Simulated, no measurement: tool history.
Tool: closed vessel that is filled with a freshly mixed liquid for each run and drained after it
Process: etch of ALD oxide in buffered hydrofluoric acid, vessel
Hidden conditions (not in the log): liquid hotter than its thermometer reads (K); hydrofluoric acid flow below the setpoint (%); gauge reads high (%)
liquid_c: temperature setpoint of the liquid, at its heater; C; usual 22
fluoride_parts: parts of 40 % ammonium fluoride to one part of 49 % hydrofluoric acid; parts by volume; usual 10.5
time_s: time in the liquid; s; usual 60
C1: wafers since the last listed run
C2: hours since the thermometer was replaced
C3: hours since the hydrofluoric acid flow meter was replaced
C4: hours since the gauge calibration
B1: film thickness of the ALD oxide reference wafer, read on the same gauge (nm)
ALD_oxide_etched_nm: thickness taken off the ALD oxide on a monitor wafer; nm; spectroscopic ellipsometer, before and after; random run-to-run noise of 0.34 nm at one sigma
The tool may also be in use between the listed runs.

Run 1, day 0: usual settings but fluoride_parts 12 parts by volume, time_s 35 s; C1 0; C2 500.5; C3 694; C4 1057.9; B1 98.42. Result: ALD_oxide_etched_nm 42.11 nm.
At day 0.3: thermometer replaced.
Run 2, day 2.154: usual settings but fluoride_parts 12 parts by volume, time_s 35 s; C1 4279; C2 44.5; C3 745.7; C4 1109.6; B1 98.31. Result: ALD_oxide_etched_nm 42.21 nm.
Run 3, day 4.158: usual settings but time_s 40 s; C1 4059; C2 92.6; C3 793.8; C4 1157.7; B1 98.2. Result: ALD_oxide_etched_nm 55.01 nm.
Run 4, day 5.867: usual settings but time_s 40 s; C1 3460; C2 133.6; C3 834.8; C4 1198.7; B1 98.13. Result: ALD_oxide_etched_nm 54.71 nm.
Run 5, day 11.625: usual settings; C1 11664; C2 271.8; C3 973; C4 1336.9; B1 97.77. Result: ALD_oxide_etched_nm 81.83 nm.
Run 6, day 13.171: usual settings but fluoride_parts 13 parts by volume; C1 3131; C2 308.9; C3 1010.1; C4 1374; B1 97.65. Result: ALD_oxide_etched_nm 66.47 nm.
At day 15.221: hydrofluoric acid flow meter replaced.
Run 7, day 15.825: usual settings but fluoride_parts 9.5 parts by volume; C1 5292; C2 372.6; C3 14.5; C4 1437.7; B1 97.48. Result: ALD_oxide_etched_nm 88.77 nm.
Run 8, day 18.442: usual settings but time_s 50 s; C1 5300; C2 435.4; C3 77.3; C4 1500.5; B1 97.28. Result: ALD_oxide_etched_nm 68.1 nm.
At day 19.254: thermometer replaced.
Run 9, day 19.812: usual settings but fluoride_parts 8.5 parts by volume; C1 2692; C2 13.4; C3 110.2; C4 1533.4; B1 97.18. Result: ALD_oxide_etched_nm 96.96 nm.
Run 10, day 21.125: usual settings but fluoride_parts 8.5 parts by volume; C1 2658; C2 44.9; C3 141.7; C4 1564.9; B1 97.1. Result: ALD_oxide_etched_nm 96.37 nm.
Run 11, day 23.617: usual settings but fluoride_parts 8.5 parts by volume; C1 5047; C2 104.7; C3 201.5; C4 1624.7; B1 96.87. Result: ALD_oxide_etched_nm 97.02 nm.
Run 12, day 26.408: usual settings; C1 5655; C2 171.7; C3 268.5; C4 1691.7; B1 96.65. Result: ALD_oxide_etched_nm 81.09 nm.
Run 13, day 28.675: usual settings but time_s 30 s; C1 4591; C2 226.1; C3 322.9; C4 1746.1; B1 96.48. Result: ALD_oxide_etched_nm 40.41 nm.
Run 14, day 30.962: usual settings but fluoride_parts 6.5 parts by volume, time_s 35 s; C1 4633; C2 281; C3 377.8; C4 1801; B1 96.26. Result: ALD_oxide_etched_nm 73.24 nm.
Run 15, day 32.158: usual settings but liquid_c 17.5 C, time_s 50 s; C1 2422; C2 309.7; C3 406.5; C4 1829.7; B1 96.15. Result: ALD_oxide_etched_nm 51.76 nm.
Run 16, day 34.621: usual settings but liquid_c 20 C; C1 4988; C2 368.8; C3 465.6; C4 1888.8; B1 95.97. Result: ALD_oxide_etched_nm 72.2 nm.

Expected results for the next run?
Run 17, day 36.125: usual settings; C1 3047; C2 404.9; C3 501.7; C4 1924.9; B1 ?. Result: ALD_oxide_etched_nm ?.

{"run 17": {"B1": 95.79, "ALD_oxide_etched_nm": 79.89}}
Had the tool carried no hidden state, the very same run would have given ALD_oxide_etched_nm 83.39 nm.
